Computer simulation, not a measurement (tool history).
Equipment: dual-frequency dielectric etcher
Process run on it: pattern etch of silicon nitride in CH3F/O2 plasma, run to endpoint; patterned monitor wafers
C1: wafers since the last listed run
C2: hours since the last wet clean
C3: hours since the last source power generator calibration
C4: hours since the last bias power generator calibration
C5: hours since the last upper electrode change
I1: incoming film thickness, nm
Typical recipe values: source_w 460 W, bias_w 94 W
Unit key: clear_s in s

run 1 hour=0.0 | source_w=550 bias_w=94 | C1=0 C2=382.7 C3=865.8 C4=3287.6 C5=4370.4 | I1=87.1 | clear_s=88.8
-- hour=83.1 wet clean of the chamber
run 2 hour=102.7 | source_w=460 bias_w=110 | C1=521 C2=19.6 C3=968.5 C4=3390.3 C5=4473.1 | I1=86.5 | clear_s=84.6
run 3 hour=175.3 | source_w=460 bias_w=110 | C1=481 C2=92.2 C3=1041.1 C4=3462.9 C5=4545.7 | I1=85.7 | clear_s=83.9
run 4 hour=234.8 | source_w=460 bias_w=110 | C1=394 C2=151.7 C3=1100.6 C4=3522.4 C5=4605.2 | I1=85.8 | clear_s=85.9
run 5 hour=329.3 | source_w=460 bias_w=94 | C1=626 C2=246.2 C3=1195.1 C4=3616.9 C5=4699.7 | I1=86.8 | clear_s=93.4
run 6 hour=387.0 | source_w=460 bias_w=105 | C1=382 C2=303.9 C3=1252.8 C4=3674.6 C5=4757.4 | I1=86.3 | clear_s=88.0
run 7 hour=469.7 | source_w=460 bias_w=105 | C1=548 C2=386.6 C3=1335.5 C4=3757.3 C5=4840.1 | I1=86.2 | clear_s=89.8
run 8 hour=571.0 | source_w=460 bias_w=94 | C1=671 C2=487.9 C3=1436.8 C4=3858.6 C5=4941.4 | I1=86.3 | clear_s=93.0
-- hour=612.2 wet clean of the chamber
run 9 hour=641.2 | source_w=460 bias_w=94 | C1=306 C2=29.0 C3=1507.0 C4=3928.8 C5=5011.6 | I1=85.9 | clear_s=89.4
run 10 hour=736.2 | source_w=460 bias_w=94 | C1=630 C2=124.0 C3=1602.0 C4=4023.8 C5=5106.6 | I1=85.8 | clear_s=90.3
-- hour=785.4 upper electrode replaced, of another model than before
-- hour=971.5 bias power generator calibrated
-- hour=986.7 source power generator calibrated
run 11 hour=1053.8 | source_w=460 bias_w=94 | C1=1894 C2=441.6 C3=67.1 C4=82.3 C5=268.4 | I1=87.0 | clear_s=92.0
-- hour=1102.6 wet clean of the chamber
run 12 hour=1128.5 | source_w=460 bias_w=109 | C1=336 C2=25.9 C3=141.8 C4=157.0 C5=343.1 | I1=87.4 | clear_s=83.7
run 13 hour=1172.9 | source_w=380 bias_w=71 | C1=294 C2=70.3 C3=186.2 C4=201.4 C5=387.5 | I1=86.1 | clear_s=107.0
run 14 hour=1250.4 | source_w=390 bias_w=94 | C1=513 C2=147.8 C3=263.7 C4=278.9 C5=465.0 | I1=86.0 | clear_s=92.5
run 15 hour=1338.1 | source_w=350 bias_w=110 | C1=581 C2=235.5 C3=351.4 C4=366.6 C5=552.7 | I1=85.6 | clear_s=86.5
run 16 hour=1442.3 | source_w=460 bias_w=94 | C1=691 C2=339.7 C3=455.6 C4=470.8 C5=656.9 | I1=87.1 | clear_s=92.0
run 17 hour=1542.8 | source_w=540 bias_w=94 | C1=666 C2=440.2 C3=556.1 C4=571.3 C5=757.4 | I1=86.6 | clear_s=88.2
-- hour=1585.2 wet clean of the chamber
run 18 hour=1608.4 | source_w=460 bias_w=94 | C1=275 C2=23.2 C3=621.7 C4=636.9 C5=823.0 | I1=86.7 | clear_s=89.4
run 19 hour=1698.4 | source_w=460 bias_w=94 | C1=596 C2=113.2 C3=711.7 C4=726.9 C5=913.0 | I1=85.1 | clear_s=89.5
run 20 hour=1739.2 | source_w=560 bias_w=94 | C1=270 C2=154.0 C3=752.5 C4=767.7 C5=953.8 | I1=86.3 | clear_s=86.0
run 21 hour=1783.0 | source_w=510 bias_w=112 | C1=290 C2=197.8 C3=796.3 C4=811.5 C5=997.6 | I1=86.3 | clear_s=81.3
run 22 hour=1861.8 | source_w=390 bias_w=94 | C1=522 C2=276.6 C3=875.1 C4=890.3 C5=1076.4 | I1=86.1 | clear_s=93.3

Each row is a separate what-if for the run after 22, all from the same tool condition, not one after another. Results?
run A hour=1862.3 | source_w=460 bias_w=104 | C1=3 C2=277.1 C3=875.6 C4=890.8 C5=1076.9 | I1=85.7 | clear_s=?
run B hour=1862.3 | source_w=510 bias_w=94 | C1=3 C2=277.1 C3=875.6 C4=890.8 C5=1076.9 | I1=85.7 | clear_s=?
run C hour=1862.3 | source_w=410 bias_w=114 | C1=3 C2=277.1 C3=875.6 C4=890.8 C5=1076.9 | I1=85.7 | clear_s=?
run D hour=1862.3 | source_w=490 bias_w=94 | C1=3 C2=277.1 C3=875.6 C4=890.8 C5=1076.9 | I1=85.7 | clear_s=?

run=A clear_s=85.0
run=B clear_s=88.1
run=C clear_s=82.6
run=D clear_s=88.8
Take away the tool's hidden state, keep each run's random variation, and the runs would have read:
run=A clear_s=83.1
run=B clear_s=86.2
run=C clear_s=80.7
run=D clear_s=86.8
